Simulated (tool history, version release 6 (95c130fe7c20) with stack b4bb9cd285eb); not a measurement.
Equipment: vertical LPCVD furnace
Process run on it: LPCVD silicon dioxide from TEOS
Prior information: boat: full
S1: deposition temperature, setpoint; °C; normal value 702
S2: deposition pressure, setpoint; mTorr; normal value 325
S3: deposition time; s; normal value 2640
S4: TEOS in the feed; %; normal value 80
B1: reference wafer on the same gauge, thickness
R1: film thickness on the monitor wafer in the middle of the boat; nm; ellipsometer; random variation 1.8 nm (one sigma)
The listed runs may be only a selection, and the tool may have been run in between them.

Run 1, hour 0.0: usual settings; B1 374.11. Result: R1 402.89 nm.
Run 2, hour 95.9: usual settings but S3 2040 s; B1 374.13. Result: R1 311.81 nm.
Run 3, hour 172.8: usual settings but S2 270 mTorr; B1 374.25. Result: R1 365.05 nm.
Run 4, hour 266.7: usual settings but S2 270 mTorr; B1 373.96. Result: R1 365.75 nm.
Run 5, hour 352.4: usual settings but S1 699 °C; B1 373.55. Result: R1 374.92 nm.
Run 6, hour 432.7: usual settings; B1 374.20. Result: R1 403.42 nm.
At hour 509.6: gauge calibrated.
Run 7, hour 534.6: usual settings; B1 374.54. Result: R1 405.38 nm.
Run 8, hour 625.4: usual settings; B1 374.29. Result: R1 408.55 nm.
Run 9, hour 690.9: usual settings; B1 374.47. Result: R1 405.31 nm.
Run 10, hour 738.1: usual settings; B1 374.07. Result: R1 402.17 nm.
Run 11, hour 839.7: usual settings; B1 374.05. Result: R1 403.43 nm.
Run 12, hour 927.7: usual settings but S2 355 mTorr; B1 373.76. Result: R1 423.38 nm.
Run 13, hour 971.9: usual settings but S1 695 °C, S2 385 mTorr, S3 3690 s, S4 85 %; B1 374.60. Result: R1 543.23 nm.
Run 14, hour 1065.2: usual settings; B1 374.33. Result: R1 404.73 nm.
Run 15, hour 1115.5: usual settings but S4 89 %; B1 374.09. Result: R1 425.33 nm.
Run 16, hour 1198.1: usual settings; B1 374.10. Result: R1 406.31 nm.
Run 17, hour 1291.6: usual settings but S2 275 mTorr; B1 373.67. Result: R1 372.50 nm.
Run 18, hour 1338.8: usual settings but S3 3300 s; B1 374.31. Result: R1 501.81 nm.
Run 19, hour 1401.8: usual settings but S1 706 °C, S2 405 mTorr, S4 71 %; B1 373.70. Result: R1 470.31 nm.
Run 20, hour 1481.3: usual settings but S3 3240 s, S4 96 %; B1 374.54. Result: R1 542.25 nm.
At hour 1703.3: pressure gauge zeroed.
At hour 1723.9: thermocouples replaced and temperature profile calibrated.
Run 21, hour 1780.4: usual settings but S1 693 °C, S3 3510 s; B1 373.89. Result: R1 419.88 nm.
Run 22, hour 1842.2: usual settings but S1 695 °C, S2 365 mTorr, S3 2130 s, S4 91 %; B1 374.16. Result: R1 303.40 nm.
At hour 1910.8: TEOS flow controller replaced.
Run 23, hour 1931.1: usual settings but S1 711 °C, S2 270 mTorr, S3 3330 s; B1 374.15. Result: R1 551.24 nm.
Run 24, hour 1980.5: usual settings; B1 374.10. Result: R1 391.95 nm.
Run 25, hour 2051.8: usual settings but S2 280 mTorr; B1 374.14. Result: R1 362.85 nm.
Run 26, hour 2107.9: usual settings but S3 1590 s, S4 65 %; B1 374.14. Result: R1 212.03 nm.
Run 27, hour 2208.5: usual settings but S1 696 °C, S2 245 mTorr, S3 2190 s; B1 374.36. Result: R1 245.97 nm.
Run 28, hour 2245.9: usual settings but S2 270 mTorr; B1 373.85. Result: R1 356.32 nm.
Run 29, hour 2301.4: usual settings; B1 373.52. Result: R1 389.74 nm.
Run 30, hour 2511.6: usual settings but S1 696 °C, S3 3030 s; B1 374.04. Result: R1 392.95 nm.
Run 31, hour 2602.7: usual settings but S4 88 %; B1 373.60. Result: R1 414.93 nm.
Run 32, hour 2677.5: usual settings but S2 285 mTorr, S3 2070 s, S4 70 %; B1 374.30. Result: R1 269.43 nm.

What the log doesn't show, run by run:
deviation of the TEOS flow from its setpoint, %: 0 on each run
gauge reads high (%): 0 on each run
H1: true tube temperature minus thermocouple reading, K
H2: true pressure minus gauge reading, mTorr
run     H1      H2
  1   2.69   -12.3
  2   2.72   -12.6
  3   2.75   -12.8
  4   2.77   -13.1
  5    2.8   -13.3
  6   2.82   -13.4
  7   2.84   -13.7
  8   2.86   -13.8
  9   2.88     -14
 10   2.89     -14
 11   2.91   -14.2
 12   2.92   -14.3
 13   2.93   -14.4
 14   2.94   -14.5
 15   2.95   -14.6
 16   2.96   -14.7
 17   2.98   -14.8
 18   2.98   -14.9
 19   2.99   -14.9
 20      3     -15
 21  0.272  -0.654
 22  0.391   -1.41
 23  0.553   -2.44
 24  0.638   -2.98
 25  0.757   -3.72
 26  0.846   -4.28
 27  0.997   -5.22
 28   1.05   -5.55
 29   1.13   -6.03
 30   1.39   -7.65
 31   1.49   -8.27
 32   1.57   -8.75

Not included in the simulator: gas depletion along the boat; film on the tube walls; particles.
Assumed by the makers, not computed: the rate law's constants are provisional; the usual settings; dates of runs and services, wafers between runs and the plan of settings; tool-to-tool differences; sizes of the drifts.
